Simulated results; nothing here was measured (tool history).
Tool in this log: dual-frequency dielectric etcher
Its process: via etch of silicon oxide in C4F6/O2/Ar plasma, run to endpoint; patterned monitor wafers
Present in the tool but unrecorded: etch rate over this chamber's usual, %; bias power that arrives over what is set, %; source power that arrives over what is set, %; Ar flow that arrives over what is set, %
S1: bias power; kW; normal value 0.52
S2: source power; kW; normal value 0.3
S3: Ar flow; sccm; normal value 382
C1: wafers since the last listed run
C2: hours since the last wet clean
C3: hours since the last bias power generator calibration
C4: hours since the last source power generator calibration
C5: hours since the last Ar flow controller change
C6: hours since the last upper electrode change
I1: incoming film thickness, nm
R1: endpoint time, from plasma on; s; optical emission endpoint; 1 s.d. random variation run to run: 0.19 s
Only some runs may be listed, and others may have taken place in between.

run   hour     S1    S2   S3   C1     C2      C3      C4      C5      C6    I1    R1
  1      0   0.52   0.3  402    0  441.3  4535.5  2033.7  4283.7  4684.6  90.4  24.2
  2     13   0.52   0.3  382  133  454.3  4548.5  2046.7  4296.7  4697.6  90.9  24.2
  3   22.6   0.52   0.3  382   98  463.9  4558.1  2056.3  4306.3  4707.2  90.6  24.5
      37.3  -- source power generator calibrated
  4   37.8   0.52   0.3  382  115  479.1  4573.3     0.5  4321.5  4722.4  91.6  24.7
      44.5  -- bias power generator calibrated
  5     45   0.52   0.3  382   32  486.3     0.5     7.7  4328.7  4729.6    90    24
  6   54.3   0.52   0.3  442   95  495.6     9.8      17    4338  4738.9    91  24.6
  7   61.8   0.52   0.3  382   77  503.1    17.3    24.5  4345.5  4746.4    91  23.9
  8   98.3   0.52   0.3  382  375  539.6    53.8      61    4382  4782.9  90.1  24.4
  9  108.9   0.52   0.3  382  109  550.2    64.4    71.6  4392.6  4793.5  89.7  24.3
 10  123.7  0.427   0.3  382  152    565    79.2    86.4  4407.4  4808.3  90.5  26.4
 11  131.8   0.52   0.3  296   83  573.1    87.3    94.5  4415.5  4816.4  90.3  24.1
 12  138.5  0.594  0.23  436   68  579.8      94   101.2  4422.2  4823.1  90.7  24.9
 13  146.1   0.52   0.3  450   78  587.4   101.6   108.8  4429.8  4830.7  91.7  25.4
 14  155.6  0.625  0.34  439   97  596.9   111.1   118.3  4439.3  4840.2  90.6  22.4
       195  -- wet clean of the chamber
 15  207.9   0.52  0.34  382  291   12.9   163.4   170.6  4491.6  4892.5  89.9  22.3
 16  220.9  0.637  0.36  299  133   25.9   176.4   183.6  4504.6  4905.5  90.7  19.6
 17  231.4   0.52   0.3  414  108   36.4   186.9   194.1  4515.1    4916  90.9  23.8
     265.3  -- upper electrode replaced
 18  265.8   0.52   0.3  382  107   70.8   221.3   228.5  4549.5     0.5    91  23.6
 19  266.1  0.559  0.28  322    3   71.1   221.6   228.8  4549.8     0.8  90.1  22.6
     273.6  -- Ar flow controller replaced
 20  274.1   0.52  0.37  344   20   79.1   229.6   236.8     0.5     8.8  90.3  21.5
 21  283.3  0.468  0.34  293   94   88.3   238.8     246     9.7      18  90.3    23
 22  290.2  0.553  0.25  345   70   95.2   245.7   252.9    16.6    24.9  91.4  23.8
 23  304.5  0.618  0.23  441  147  109.5     260   267.2    30.9    39.2  91.3  24.1
 24  311.1   0.52   0.3  448   67  116.1   266.6   273.8    37.5    45.8  89.8  24.1
 25  322.7   0.52  0.25  454  119  127.7   278.2   285.4    49.1    57.4  90.7  25.3
 26  332.2   0.52   0.3  382   97  137.2   287.7   294.9    58.6    66.9  90.7  23.6
 27  346.8  0.553  0.25  345  150  151.8   302.3   309.5    73.2    81.5    92  24.4
 28  357.4  0.625  0.34  439  109  162.4   312.9   320.1    83.8    92.1  91.4  21.2
 29  370.4  0.617  0.32  453  133  175.4   325.9   333.1    96.8   105.1  91.1    22
 30  385.2  0.645  0.28  382  152  190.2   340.7   347.9   111.6   119.9  90.1  21.5

Selected run-to-run steps in R1, each split into two signed amounts: the part the tool would show with no hidden state at all (from settings, incoming material and random variation), and the remainder, which goes to the hidden state together with any gauge scatter not common to the measured and the hidden-state-free results:
Run 3 -> 4: source power generator calibrated. R1 +0.2 s: hidden state +0.1, all else +0.1.
Run 7 -> 8: no setting touched and nothing written in the log between the runs. R1 +0.5 s: hidden state +0.2, all else +0.3.
Run 13 -> 14: S1 0.52 -> 0.625, S2 0.3 -> 0.34, S3 450 -> 439. R1 -3 s: hidden state -0.1, all else -2.9.
Run 14 -> 15: S1 0.625 -> 0.52, S3 439 -> 382, wet clean of the chamber. R1 -0.1 s: hidden state -1, all else +0.9.
Run 16 -> 17: S1 0.637 -> 0.52, S2 0.36 -> 0.3, S3 299 -> 414. R1 +4.2 s: hidden state +0.1, all else +4.1.
Run 27 -> 28: S1 0.553 -> 0.625, S2 0.25 -> 0.34, S3 345 -> 439. R1 -3.2 s: hidden state -0.1, all else -3.1.

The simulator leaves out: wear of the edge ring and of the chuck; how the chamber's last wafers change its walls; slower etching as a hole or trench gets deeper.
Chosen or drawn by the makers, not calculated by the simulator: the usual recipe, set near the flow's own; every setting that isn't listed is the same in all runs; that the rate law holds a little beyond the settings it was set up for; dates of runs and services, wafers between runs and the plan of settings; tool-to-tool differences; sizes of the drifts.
